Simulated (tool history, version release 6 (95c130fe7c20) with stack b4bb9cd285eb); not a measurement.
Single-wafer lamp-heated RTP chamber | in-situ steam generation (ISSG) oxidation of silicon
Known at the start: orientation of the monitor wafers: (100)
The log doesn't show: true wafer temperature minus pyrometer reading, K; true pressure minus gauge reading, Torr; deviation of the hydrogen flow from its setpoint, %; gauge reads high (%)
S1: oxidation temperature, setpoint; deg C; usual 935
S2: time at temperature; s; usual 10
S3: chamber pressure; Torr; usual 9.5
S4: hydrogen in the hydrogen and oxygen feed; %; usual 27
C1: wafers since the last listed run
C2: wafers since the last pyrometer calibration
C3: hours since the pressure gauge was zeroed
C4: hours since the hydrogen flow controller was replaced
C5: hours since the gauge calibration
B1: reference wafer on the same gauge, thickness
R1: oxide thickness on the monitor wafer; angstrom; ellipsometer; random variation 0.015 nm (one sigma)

run 1 day=0 | S1=935 S2=10 S3=9.5 S4=27 | C1=0 C2=1703 C3=2128.7 C4=1020.1 C5=478.4 | B1=4.02 | R1=36.7
run 2 day=2.858 | S1=935 S2=10 S3=9.5 S4=24 | C1=839 C2=2542 C3=2197.3 C4=1088.7 C5=547 | B1=4.018 | R1=35.4
run 3 day=5.171 | S1=935 S2=10 S3=9.5 S4=24 | C1=679 C2=3221 C3=2252.8 C4=1144.2 C5=602.5 | B1=4.018 | R1=35.46
-- day=5.562 pyrometer window cleaned and pyrometer calibrated
run 4 day=7.375 | S1=935 S2=10 S3=10.2 S4=27 | C1=549 C2=532 C3=2305.7 C4=1197.1 C5=655.4 | B1=4.018 | R1=36.28
run 5 day=8.55 | S1=935 S2=10 S3=10.2 S4=27 | C1=345 C2=877 C3=2333.9 C4=1225.3 C5=683.6 | B1=4.013 | R1=36.35
run 6 day=10.1 | S1=935 S2=10 S3=10.2 S4=27 | C1=455 C2=1332 C3=2371.1 C4=1262.5 C5=720.8 | B1=4.019 | R1=36.41
run 7 day=11.983 | S1=935 S2=10 S3=9.5 S4=27 | C1=552 C2=1885 C3=2416.3 C4=1307.7 C5=766 | B1=4.024 | R1=37.23
run 8 day=13.088 | S1=935 S2=7 S3=9.5 S4=27 | C1=324 C2=2209 C3=2442.8 C4=1334.2 C5=792.5 | B1=4.02 | R1=32.76
run 9 day=14.483 | S1=935 S2=10 S3=9.5 S4=27 | C1=409 C2=2619 C3=2476.3 C4=1367.7 C5=826 | B1=4.019 | R1=36.7
run 10 day=16.158 | S1=935 S2=10 S3=9.5 S4=27 | C1=491 C2=3111 C3=2516.5 C4=1407.9 C5=866.2 | B1=4.012 | R1=36.8
run 11 day=17.925 | S1=935 S2=10 S3=9.5 S4=27 | C1=518 C2=3630 C3=2558.9 C4=1450.3 C5=908.6 | B1=4.013 | R1=37.15
run 12 day=20.2 | S1=935 S2=10 S3=9.5 S4=27 | C1=667 C2=4298 C3=2613.5 C4=1504.9 C5=963.2 | B1=4.021 | R1=37.35
-- day=20.621 pyrometer window cleaned and pyrometer calibrated, repeated, since the last time left the tool worse
run 13 day=23.133 | S1=935 S2=10 S3=9.5 S4=27 | C1=763 C2=738 C3=2683.9 C4=1575.3 C5=1033.6 | B1=4.024 | R1=36.41
-- day=25.121 pressure gauge zeroed
run 14 day=25.142 | S1=929 S2=10 S3=9.5 S4=27 | C1=491 C2=1229 C3=0.5 C4=1623.5 C5=1081.8 | B1=4.021 | R1=35.83
run 15 day=26.329 | S1=943 S2=8 S3=9.5 S4=21 | C1=348 C2=1578 C3=29 C4=1652 C5=1110.3 | B1=4.021 | R1=32.04
run 16 day=29.108 | S1=935 S2=10 S3=9.5 S4=27 | C1=816 C2=2394 C3=95.7 C4=1718.7 C5=1177 | B1=4.022 | R1=36.28
run 17 day=31.154 | S1=929 S2=10 S3=9.5 S4=21 | C1=600 C2=2995 C3=144.8 C4=1767.8 C5=1226.1 | B1=4.022 | R1=33.9
-- day=32.229 pyrometer window cleaned and pyrometer calibrated
run 18 day=33.762 | S1=935 S2=10 S3=9.5 S4=27 | C1=667 C2=450 C3=207.4 C4=1830.4 C5=1288.7 | B1=4.02 | R1=36.05
-- day=35.896 hydrogen flow controller replaced
run 19 day=36.192 | S1=935 S2=10 S3=10.2 S4=32 | C1=615 C2=1065 C3=265.7 C4=7.1 C5=1347 | B1=4.019 | R1=37.4
run 20 day=37.292 | S1=922 S2=14 S3=9.5 S4=27 | C1=322 C2=1388 C3=292.1 C4=33.5 C5=1373.4 | B1=4.018 | R1=39.78
run 21 day=40.029 | S1=935 S2=10 S3=9.5 S4=27 | C1=803 C2=2192 C3=357.8 C4=99.2 C5=1439.1 | B1=4.017 | R1=36.13
run 22 day=42.792 | S1=945 S2=10 S3=9.5 S4=27 | C1=811 C2=3003 C3=424.1 C4=165.5 C5=1505.4 | B1=4.028 | R1=37.37
-- day=42.858 gauge calibrated
-- day=44.158 pyrometer window cleaned and pyrometer calibrated
run 23 day=44.55 | S1=920 S2=10 S3=9.5 S4=27 | C1=418 C2=114 C3=466.3 C4=207.7 C5=40.6 | B1=4.024 | R1=35.1
run 24 day=45.925 | S1=943 S2=10 S3=9.5 S4=27 | C1=403 C2=518 C3=499.3 C4=240.7 C5=73.6 | B1=4.024 | R1=37.08
run 25 day=48.438 | S1=935 S2=10 S3=9 S4=27 | C1=737 C2=1256 C3=559.6 C4=301 C5=133.9 | B1=4.015 | R1=36.41
run 26 day=49.875 | S1=935 S2=10 S3=9.5 S4=27 | C1=422 C2=1678 C3=594.1 C4=335.5 C5=168.4 | B1=4.018 | R1=36.43
run 27 day=50.933 | S1=935 S2=10 S3=9.5 S4=27 | C1=310 C2=1989 C3=619.5 C4=360.9 C5=193.8 | B1=4.014 | R1=36.25
run 28 day=52.733 | S1=921 S2=11 S3=9.5 S4=27 | C1=528 C2=2517 C3=662.7 C4=404.1 C5=237 | B1=4.023 | R1=36.48
run 29 day=55.233 | S1=935 S2=10 S3=9.5 S4=27 | C1=734 C2=3251 C3=722.7 C4=464.1 C5=297 | B1=4.019 | R1=36.24
-- day=56.592 pyrometer window cleaned and pyrometer calibrated
run 30 day=56.696 | S1=935 S2=10 S3=9.5 S4=27 | C1=331 C2=30 C3=757.8 C4=499.2 C5=332.1 | B1=4.02 | R1=36.23

Hidden state at the last listed run before each entry between runs and at the first one after, where it differs:
Between runs 3 and 4: pyrometer window cleaned and pyrometer calibrated (day 5.562)
  true wafer temperature minus pyrometer reading, K: 4.72 -> 8.13
  measured less the result without the state, R1: +0.35 -> +0.61 angstrom
Between runs 12 and 13: pyrometer window cleaned and pyrometer calibrated, repeated, since the last time left the tool worse (day 20.621)
  true wafer temperature minus pyrometer reading, K: 12.9 -> 1.04
  measured less the result without the state, R1: +1.01 -> +0.08 angstrom
Between runs 13 and 14: pressure gauge zeroed (day 25.121)
  true wafer temperature minus pyrometer reading, K: 1.04 -> 1.79
  measured less the result without the state, R1: +0.08 -> +0.13 angstrom
Between runs 17 and 18: pyrometer window cleaned and pyrometer calibrated (day 32.229)
  true wafer temperature minus pyrometer reading, K: 4.03 -> 0.626
  measured less the result without the state, R1: +0.27 -> +0.05 angstrom
Between runs 18 and 19: hydrogen flow controller replaced (day 35.896)
  true wafer temperature minus pyrometer reading, K: 0.626 -> 1.53
  measured less the result without the state, R1: +0.05 -> +0.12 angstrom
Between runs 22 and 23: gauge calibrated (day 42.858); pyrometer window cleaned and pyrometer calibrated (day 44.158)
  true wafer temperature minus pyrometer reading, K: 4 -> 0.291
  measured less the result without the state, R1: +0.33 -> +0.02 angstrom
Between runs 29 and 30: pyrometer window cleaned and pyrometer calibrated (day 56.592)
  true wafer temperature minus pyrometer reading, K: 4.28 -> 0.0482
  measured less the result without the state, R1: +0.32 -> +0 angstrom

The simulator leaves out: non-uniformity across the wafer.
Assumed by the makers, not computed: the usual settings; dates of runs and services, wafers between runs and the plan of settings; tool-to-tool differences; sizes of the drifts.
